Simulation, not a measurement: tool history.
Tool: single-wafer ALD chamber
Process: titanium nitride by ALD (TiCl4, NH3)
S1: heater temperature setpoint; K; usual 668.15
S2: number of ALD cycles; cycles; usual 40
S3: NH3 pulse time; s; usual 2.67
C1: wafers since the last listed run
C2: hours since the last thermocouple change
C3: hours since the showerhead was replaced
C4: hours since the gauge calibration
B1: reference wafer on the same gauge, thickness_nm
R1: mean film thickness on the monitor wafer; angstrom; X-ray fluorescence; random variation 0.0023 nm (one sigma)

run 1 hour=0.0 | S1=668.15 S2=40 S3=2.67 | C1=0 C2=1974.5 C3=3839.8 C4=291.3 | B1=0.774 | R1=8.97
run 2 hour=31.9 | S1=668.15 S2=40 S3=2.67 | C1=117 C2=2006.4 C3=3871.7 C4=323.2 | B1=0.774 | R1=9.02
run 3 hour=98.3 | S1=668.15 S2=40 S3=2.67 | C1=244 C2=2072.8 C3=3938.1 C4=389.6 | B1=0.774 | R1=8.99
run 4 hour=154.3 | S1=668.15 S2=40 S3=2.67 | C1=206 C2=2128.8 C3=3994.1 C4=445.6 | B1=0.774 | R1=8.99
run 5 hour=234.6 | S1=668.15 S2=40 S3=2.67 | C1=295 C2=2209.1 C3=4074.4 C4=525.9 | B1=0.774 | R1=9.02
-- hour=253.1 thermocouple changed; heater temperature recalibrated
run 6 hour=263.0 | S1=668.15 S2=46 S3=2.19 | C1=75 C2=9.9 C3=4102.8 C4=554.3 | B1=0.775 | R1=10.23
run 7 hour=275.3 | S1=668.15 S2=46 S3=2.19 | C1=45 C2=22.2 C3=4115.1 C4=566.6 | B1=0.774 | R1=10.23
run 8 hour=303.8 | S1=668.15 S2=46 S3=2.19 | C1=104 C2=50.7 C3=4143.6 C4=595.1 | B1=0.774 | R1=10.24
-- hour=349.5 showerhead replaced
run 9 hour=400.0 | S1=668.15 S2=42 S3=3.05 | C1=324 C2=146.9 C3=50.5 C4=691.3 | B1=0.774 | R1=9.53
run 10 hour=423.0 | S1=668.15 S2=40 S3=3.15 | C1=84 C2=169.9 C3=73.5 C4=714.3 | B1=0.775 | R1=9.14
run 11 hour=447.3 | S1=668.15 S2=40 S3=3.15 | C1=89 C2=194.2 C3=97.8 C4=738.6 | B1=0.774 | R1=9.11
run 12 hour=484.2 | S1=668.15 S2=40 S3=3.15 | C1=135 C2=231.1 C3=134.7 C4=775.5 | B1=0.774 | R1=9.07
run 13 hour=510.8 | S1=668.15 S2=40 S3=2.67 | C1=97 C2=257.7 C3=161.3 C4=802.1 | B1=0.774 | R1=9.04
run 14 hour=533.5 | S1=668.15 S2=40 S3=2.67 | C1=83 C2=280.4 C3=184.0 C4=824.8 | B1=0.773 | R1=9.04
run 15 hour=559.6 | S1=668.15 S2=44 S3=1.80 | C1=96 C2=306.5 C3=210.1 C4=850.9 | B1=0.774 | R1=9.55
-- hour=576.1 gauge calibrated
run 16 hour=582.8 | S1=668.15 S2=40 S3=2.67 | C1=85 C2=329.7 C3=233.3 C4=6.7 | B1=0.773 | R1=9.05
run 17 hour=601.5 | S1=673.15 S2=43 S3=2.02 | C1=68 C2=348.4 C3=252.0 C4=25.4 | B1=0.773 | R1=9.51
run 18 hour=635.0 | S1=668.15 S2=37 S3=2.67 | C1=123 C2=381.9 C3=285.5 C4=58.9 | B1=0.775 | R1=8.29
run 19 hour=660.0 | S1=668.15 S2=40 S3=2.67 | C1=92 C2=406.9 C3=310.5 C4=83.9 | B1=0.774 | R1=9.01
run 20 hour=680.3 | S1=668.15 S2=40 S3=3.15 | C1=74 C2=427.2 C3=330.8 C4=104.2 | B1=0.773 | R1=9.07
run 21 hour=708.2 | S1=679.15 S2=37 S3=3.21 | C1=102 C2=455.1 C3=358.7 C4=132.1 | B1=0.774 | R1=8.43
run 22 hour=724.3 | S1=668.15 S2=35 S3=3.62 | C1=59 C2=471.2 C3=374.8 C4=148.2 | B1=0.775 | R1=8.03
run 23 hour=748.6 | S1=663.15 S2=43 S3=2.67 | C1=89 C2=495.5 C3=399.1 C4=172.5 | B1=0.773 | R1=9.67
run 24 hour=768.6 | S1=668.15 S2=46 S3=2.19 | C1=73 C2=515.5 C3=419.1 C4=192.5 | B1=0.774 | R1=10.21
run 25 hour=787.6 | S1=673.15 S2=36 S3=2.35 | C1=69 C2=534.5 C3=438.1 C4=211.5 | B1=0.774 | R1=8.07
run 26 hour=814.8 | S1=654.15 S2=40 S3=1.89 | C1=100 C2=561.7 C3=465.3 C4=238.7 | B1=0.774 | R1=8.64

Hidden state at the last listed run before each entry between runs and at the first one after, where it differs:
Between runs 5 and 6: thermocouple changed; heater temperature recalibrated (hour 253.1)
  no hidden state differs between the two runs
Between runs 8 and 9: showerhead replaced (hour 349.5)
  no hidden state differs between the two runs
Between runs 15 and 16: gauge calibrated (hour 576.1)
  no hidden state differs between the two runs
